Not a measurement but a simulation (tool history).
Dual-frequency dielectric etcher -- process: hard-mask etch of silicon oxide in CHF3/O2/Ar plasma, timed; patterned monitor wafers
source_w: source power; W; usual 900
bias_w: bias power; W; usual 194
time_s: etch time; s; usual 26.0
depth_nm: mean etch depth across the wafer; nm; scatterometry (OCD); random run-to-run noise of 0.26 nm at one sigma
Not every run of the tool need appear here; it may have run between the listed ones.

run	day	source_w	bias_w	time_s	read-back reference wafer on the same gauge, depth_nm	depth_nm
1	0.000	900	194	26.0	55.1	61.4
2	1.383	980	194	26.0	55.0	64.1
3	2.233	900	194	26.0	54.9	60.9
4	2.838	900	194	26.0	55.1	61.4
5	3.900	900	194	26.0	55.1	61.6
6	5.275	900	180	26.0	55.1	60.3
7	6.304	900	180	26.0	55.2	60.4
8	7.121	900	194	26.0	55.3	61.4
9	8.438	900	194	26.0	55.3	61.6
# day 8.800: source power generator calibrated
10	9.883	900	194	26.0	55.4	61.6
11	11.196	900	168	26.0	55.4	59.7
12	11.946	900	168	26.0	55.6	59.6
13	13.012	900	194	26.0	55.7	62.3
14	13.588	900	153	26.0	55.6	58.5
15	14.208	900	194	26.0	55.5	62.0
# day 15.629: upper electrode replaced
16	15.650	900	194	26.0	55.7	62.1
17	16.838	900	153	26.0	55.8	58.4
# day 17.992: bias power generator calibrated
# day 18.250: wet clean of the chamber
18	18.271	900	225	26.0	55.7	65.1
19	18.662	700	194	33.0	55.9	69.7
20	19.438	1090	156	23.0	56.0	57.1
21	20.175	900	194	26.0	56.1	62.4
# day 20.871: gauge calibrated
22	20.892	680	207	21.0	55.0	44.2
23	21.833	900	194	26.0	54.9	61.7
24	22.617	900	194	26.0	54.9	61.5
25	23.329	900	172	26.0	55.0	59.7
26	23.933	780	156	22.5	55.0	46.9
27	24.617	1100	239	26.0	54.9	71.0
28	26.075	680	178	26.0	55.0	52.3
29	27.379	1090	160	28.0	54.9	68.6

Difference, measured minus no-hidden-state, one row per run. Run-to-run variation is common to both terms; the gauge's own scatter need not be:
The hidden state here: etch rate over this chamber's usual, %; source power that arrives over what is set, %; bias power that arrives over what is set, %; gauge reads high (%).
run	depth_nm
1	+0.2
2	+0.3
3	+0.2
4	+0.3
5	+0.3
6	+0.4
7	+0.4
8	+0.4
9	+0.6
10	+0.7
11	+0.6
12	+0.7
13	+0.8
14	+0.8
15	+0.9
16	+1.0
17	+1.0
18	+1.3
19	+1.3
20	+1.2
21	+1.3
22	+0.1
23	+0.2
24	+0.2
25	+0.2
26	+0.2
27	+0.2
28	+0.2
29	+0.2
